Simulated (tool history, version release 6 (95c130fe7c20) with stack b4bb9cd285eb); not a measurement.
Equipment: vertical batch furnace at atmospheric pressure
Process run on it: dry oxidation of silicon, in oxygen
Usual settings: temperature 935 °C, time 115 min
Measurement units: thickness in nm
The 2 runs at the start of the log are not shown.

run    hour  temperature   time  read-back reference wafer on the same gauge, thickness  thickness
  3   109.1          935    115                                                   60.48      62.67
  4   164.9          935    115                                                   60.27      63.35
  5   203.9          935  152.5                                                   60.34      75.66
  6   237.4          935  152.5                                                   60.42      75.71
  7   290.3          935  152.5                                                   60.44      76.67
  8   351.2          935    115                                                   60.35      62.96
  9   378.8          935    115                                                   60.38      63.15
 10   415.3          935    115                                                   60.31      63.48
 11   471.5          935    115                                                   60.52      63.34
 12   542.9          935    158                                                   60.41      78.11
 13     612          935    115                                                   60.36      63.63
 14   646.6          935    115                                                   60.38      63.81
 15   700.1          935    115                                                   60.43      63.85
 16     760          946    158                                                    60.3      84.97
      904.7  -- thermocouples replaced and temperature profile calibrated
 17   905.2          946    158                                                   60.51      81.66
 18   916.9          946    158                                                   60.52      81.63
 19   951.2          935  100.5                                                    60.4      56.52
 20   994.5          923   97.5                                                   60.43      50.03
 21  1038.4          941  132.5                                                   60.44      70.06
 22  1080.4          959     83                                                   60.41      60.05
 23  1107.4          935    115                                                   60.52      61.45
 24  1133.5          952    115                                                   60.43       70.4
 25  1166.5          911  100.5                                                   60.39      46.07
 26  1232.3          935    115                                                   60.39      61.45
       1262  -- gauge calibrated
 27  1275.8          935    115                                                    60.4      61.57

What does the tool deliver on the next run?
 28  1300.7          925  146.5                                                       ?          ?

Run 28 came out at read-back reference wafer on the same gauge, thickness 60.39, thickness 66.22 nm.
Were there no unlogged condition in the tool, this run, its random variation unchanged, would have produced thickness 65.63 nm.
